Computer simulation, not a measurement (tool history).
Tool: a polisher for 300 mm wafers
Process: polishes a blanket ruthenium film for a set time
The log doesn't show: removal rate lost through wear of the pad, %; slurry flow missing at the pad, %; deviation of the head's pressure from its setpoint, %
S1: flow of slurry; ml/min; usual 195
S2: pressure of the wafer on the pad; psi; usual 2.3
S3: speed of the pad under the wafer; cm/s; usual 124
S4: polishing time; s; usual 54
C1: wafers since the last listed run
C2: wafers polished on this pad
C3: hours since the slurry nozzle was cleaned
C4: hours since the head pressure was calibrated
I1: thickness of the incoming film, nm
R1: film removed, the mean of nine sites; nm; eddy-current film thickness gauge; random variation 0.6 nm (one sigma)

run	hour	S1	S2	S3	S4	C1	C2	C3	C4	I1	R1
1	0	195	2.3	124	54	0	230	493.1	971.1	555	71.2
# hour 3.8: head pressure recalibrated
2	66.8	195	2.3	124	54	913	1144	559.9	63	554	69.6
3	133.8	195	2.3	124	54	944	2088	626.9	130	566.8	70.1
4	183.8	195	1.9	124	54	704	2793	676.9	180	559	60.1
5	216.6	195	2.3	124	54	462	3255	709.7	212.8	563.7	67.5
# hour 274.1: slurry nozzle cleaned
6	288.4	195	2.3	124	54	997	4253	14.3	284.6	557.9	74.4
7	315.5	195	2.3	124	54	381	4635	41.4	311.7	554.7	74.3
# hour 388.1: worn pad replaced by a new one
8	388.6	175	1.8	124	54	973	6	114.5	384.8	566.3	61.3
9	412.1	175	1.8	124	54	331	338	138	408.3	564	60.9
10	469.6	195	2.3	112	54	810	1148	195.5	465.8	552.1	69.9
11	587.8	195	2.3	112	54	1665	2814	313.7	584	548.9	67.3
# hour 761.3: worn pad replaced by a new one
12	776.4	195	2.3	124	41	2601	212	502.3	772.6	565.7	54.4
13	804.6	195	2.3	124	41	397	609	530.5	800.8	562.6	53.6
14	857.3	195	2.3	124	54	742	1352	583.2	853.5	567.5	69.9
15	890.1	195	1.7	124	54	462	1814	616	886.3	562.1	56.1
16	940	195	1.7	124	54	703	2517	665.9	936.2	553.9	55.2
17	981.3	195	1.9	106	54	582	3100	707.2	977.5	550.1	54.3
18	1044.9	195	2.3	112	54	896	3996	770.8	1041.1	570.2	64.4
# hour 1051.7: head pressure recalibrated
19	1077.3	195	2.3	124	54	428	4424	803.2	25.6	566.6	67.5
# hour 1120.4: slurry nozzle cleaned
20	1136.4	170	3	94	39	818	5243	16	84.7	556.1	54.2
# hour 1181.1: worn pad replaced by a new one
21	1351.9	195	2.3	124	40	2980	2406	231.5	300.2	572	54.2
22	1392.8	195	2.3	80	72	576	2982	272.4	341.1	562	76.9
23	1428	195	2.3	124	67	496	3478	307.6	376.3	571.6	89.3
24	1481.8	130	2.3	124	54	758	4237	361.4	430.1	563.4	66.2
25	1526.4	195	1.9	106	54	628	4865	406	474.7	559.3	57.5
26	1591.2	195	2.3	124	48	913	5778	470.8	539.5	571.8	63.2
# hour 1609.8: worn pad replaced by a new one
27	1615.6	195	1.9	106	54	287	81	495.2	563.9	558.6	56.6
28	1645.5	195	2.3	124	54	421	503	525.1	593.8	563.2	70.6
29	1703.9	235	3.1	94	54	823	1326	583.5	652.2	563.2	78.4
30	1735.2	195	2.3	154	54	441	1767	614.8	683.5	565.7	80.4
# hour 1885.7: slurry nozzle cleaned
31	1943.4	215	1.8	96	61	2920	4687	57.7	891.7	552.7	61.1
# hour 1971.3: worn pad replaced by a new one
32	2006.2	245	1.9	124	54	828	491	120.5	954.5	568.7	66.7
33	2030.8	195	2.3	124	54	346	838	145.1	979.1	556.1	72

Hidden state or all else? Some run-to-run changes of R1, split into what the settings, what came in and random variation would give without the hidden state, and what is left for the hidden state (with any gauge scatter that isn't in both results):
Run 5 -> 6: slurry nozzle cleaned. R1 +6.9 nm: hidden state +6.3, all else +0.6.
Run 19 -> 20: S1 195 -> 170, S2 2.3 -> 3, S3 124 -> 94, S4 54 -> 39, slurry nozzle cleaned. R1 -13.3 nm: hidden state +7.4, all else -20.7.
Run 21 -> 22: S3 124 -> 80, S4 40 -> 72. R1 +22.7 nm: hidden state -0.8, all else +23.5.
Run 23 -> 24: S1 195 -> 130, S4 67 -> 54. R1 -23.1 nm: hidden state -1, all else -22.1.
Run 30 -> 31: S1 195 -> 215, S2 2.3 -> 1.8, S3 154 -> 96, S4 54 -> 61, slurry nozzle cleaned. R1 -19.3 nm: hidden state +5, all else -24.3.

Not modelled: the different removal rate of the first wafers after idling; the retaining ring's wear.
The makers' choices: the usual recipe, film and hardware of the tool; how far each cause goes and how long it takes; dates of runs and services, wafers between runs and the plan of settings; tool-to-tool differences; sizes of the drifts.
